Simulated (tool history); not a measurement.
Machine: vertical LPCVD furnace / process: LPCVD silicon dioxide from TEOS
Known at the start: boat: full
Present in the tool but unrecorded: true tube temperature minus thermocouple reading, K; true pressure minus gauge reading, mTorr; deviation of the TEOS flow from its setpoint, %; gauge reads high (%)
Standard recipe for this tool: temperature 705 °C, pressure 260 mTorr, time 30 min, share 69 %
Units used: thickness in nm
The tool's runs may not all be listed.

run,hour,temperature,pressure,time,share,wafers since the last listed run,hours since the last temperature calibration,hours since the pressure gauge was zeroed,hours since the TEOS flow controller was replaced,hours since the gauge calibration,"read-back reference wafer on the same gauge, thickness",thickness
1,0,705,260,30,69,0,2805.9,4807,6768.5,247.2,221.99,243.86
2,21,705,260,30,69,329,2826.9,4828,6789.5,268.2,222.06,244.69
3,33.7,713,260,30,69,199,2839.6,4840.7,6802.2,280.9,222.01,293.54
4,65.5,713,260,30,69,499,2871.4,4872.5,6834,312.7,222.12,294.48
5,94.5,705,260,30,69,455,2900.4,4901.5,6863,341.7,221.99,245.14
6,112.8,701,260,30,69,287,2918.7,4919.8,6881.3,360,222.1,223.28
7,136.7,701,260,30,69,375,2942.6,4943.7,6905.2,383.9,222.02,223.46
8,205.2,701,260,30,69,1075,3011.1,5012.2,6973.7,452.4,222.04,224.52
9,221.2,705,260,30,69,251,3027.1,5028.2,6989.7,468.4,221.98,246.7
# hour 256.4: thermocouples replaced and temperature profile calibrated
10,256.9,705,260,30,69,183,0.5,5063.9,7025.4,504.1,221.83,231.11
11,276.2,705,260,30,69,302,19.8,5083.2,7044.7,523.4,222.06,231.41
12,305.8,705,260,30,69,464,49.4,5112.8,7074.3,553,222.09,230.46
# hour 348.7: gauge calibrated
# hour 352.3: TEOS flow controller replaced
13,352.8,705,260,30,69,360,96.4,5159.8,0.5,4.1,222.17,231.17
14,357.3,705,260,27,80,70,100.9,5164.3,5,8.6,222.01,224.43
15,370.9,715,230,25.5,69,213,114.5,5177.9,18.6,22.2,222.22,233.09
16,398.9,699,240,30,69,439,142.5,5205.9,46.6,50.2,221.92,193.56
17,423.2,705,260,30,69,381,166.8,5230.2,70.9,74.5,222.06,231.33
18,442.3,705,260,30,69,299,185.9,5249.3,90,93.6,222.12,231.16
19,461.2,699,205,25,79,296,204.8,5268.2,108.9,112.5,222.02,159.34
20,473.5,705,260,30,69,193,217.1,5280.5,121.2,124.8,221.96,230.91
21,501.6,714,260,30,69,441,245.2,5308.6,149.3,152.9,222.05,284.02
22,516.1,705,260,30,69,227,259.7,5323.1,163.8,167.4,222.06,231.45
# hour 543.5: pressure gauge zeroed
23,544.1,705,240,30,81,62,287.7,0.6,191.8,195.4,222.15,241.29
24,559.4,702,260,30,69,240,303,15.9,207.1,210.7,222.08,216.16
25,592.9,699,205,25,79,525,336.5,49.4,240.6,244.2,222.07,159.92
26,623.4,705,305,21,81,478,367,79.9,271.1,274.7,221.76,189.48
27,648.9,705,260,30,69,400,392.5,105.4,296.6,300.2,222.08,231
28,663.8,705,295,30,69,233,407.4,120.3,311.5,315.1,221.75,246.51
29,681.7,705,260,30,69,280,425.3,138.2,329.4,333,221.82,231.76
30,706.9,695,305,35.5,77,395,450.5,163.4,354.6,358.2,222,248.39

Consider 5 possible next runs. They are alternatives, not a sequence: every one starts from the tool as it was left by run 30. What does each give?
A,711.5,705,260,30,69,72,455.1,168,359.2,362.8,?,?
B,711.5,705,260,19.5,69,72,455.1,168,359.2,362.8,?,?
C,711.5,713,230,21.5,69,72,455.1,168,359.2,362.8,?,?
D,711.5,705,260,24,77,72,455.1,168,359.2,362.8,?,?
E,711.5,710,260,25.5,65,72,455.1,168,359.2,362.8,?,?

run,"read-back reference wafer on the same gauge, thickness",thickness
A,221.93,231.83
B,221.93,150.69
C,221.93,187.57
D,221.93,195.92
E,221.93,214.46
Without the tool's unlogged condition, the same runs would have read:
run,thickness
A,231.15
B,150.25
C,187.03
D,195.35
E,213.83
